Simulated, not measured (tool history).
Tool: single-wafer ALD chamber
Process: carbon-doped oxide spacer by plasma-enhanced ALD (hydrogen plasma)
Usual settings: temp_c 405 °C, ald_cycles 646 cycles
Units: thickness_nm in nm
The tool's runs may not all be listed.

run,hour,temp_c,ald_cycles,wafers since the last listed run,hours since the last thermocouple change,hours since the gauge calibration,"read-back reference wafer on the same gauge, thickness_nm",thickness_nm
1,0.0,405,646,0,1599.4,55.4,29.016,30.154
2,14.8,405,646,7,1614.2,70.2,28.999,30.308
3,23.1,405,646,4,1622.5,78.5,29.033,30.215
4,30.1,405,646,3,1629.5,85.5,28.989,30.242
5,39.7,412,646,4,1639.1,95.1,28.975,29.754
6,46.7,412,646,3,1646.1,102.1,29.004,29.489
7,61.1,405,715,7,1660.5,116.5,28.960,33.521
8,73.1,405,557,6,1672.5,128.5,28.980,25.950
9,83.5,405,617,5,1682.9,138.9,28.978,28.900
# hour 85.3: gauge calibrated
10,96.2,405,617,6,1695.6,10.9,29.013,28.971
# hour 113.0: thermocouple changed; heater temperature recalibrated
11,113.5,405,617,4,0.5,28.2,28.989,28.968
12,127.3,405,646,6,14.3,42.0,29.031,30.191
13,143.6,417,594,8,30.6,58.3,29.006,26.893
14,152.7,405,646,4,39.7,67.4,29.017,30.313
15,160.6,405,646,4,47.6,75.3,29.014,30.238
16,167.2,400,611,3,54.2,81.9,29.011,29.060
17,183.0,400,697,8,70.0,97.7,28.961,33.173
18,198.6,401,573,7,85.6,113.3,28.990,27.026
19,210.4,397,749,5,97.4,125.1,29.008,35.755
20,218.0,413,718,3,105.0,132.7,29.001,32.888
21,230.1,401,573,6,117.1,144.8,28.996,27.136
# hour 232.2: gauge calibrated
22,241.3,412,603,5,128.3,9.1,28.996,27.613
23,249.7,397,539,4,136.7,17.5,28.989,25.619
24,258.9,391,646,4,145.9,26.7,29.028,30.658
25,267.9,405,560,4,154.9,35.7,29.009,26.277

3 ways to go on from here, each from the tool as it stands after run 25. What would each give?
A,269.3,401,646,0,156.3,37.1,?,?
B,269.3,412,683,0,156.3,37.1,?,?
C,269.3,412,601,0,156.3,37.1,?,?

run,"read-back reference wafer on the same gauge, thickness_nm",thickness_nm
A,29.033,30.506
B,29.033,31.278
C,29.033,27.523
Without the tool's hidden state the same runs would have given:
run,thickness_nm
A,30.506
B,31.278
C,27.523
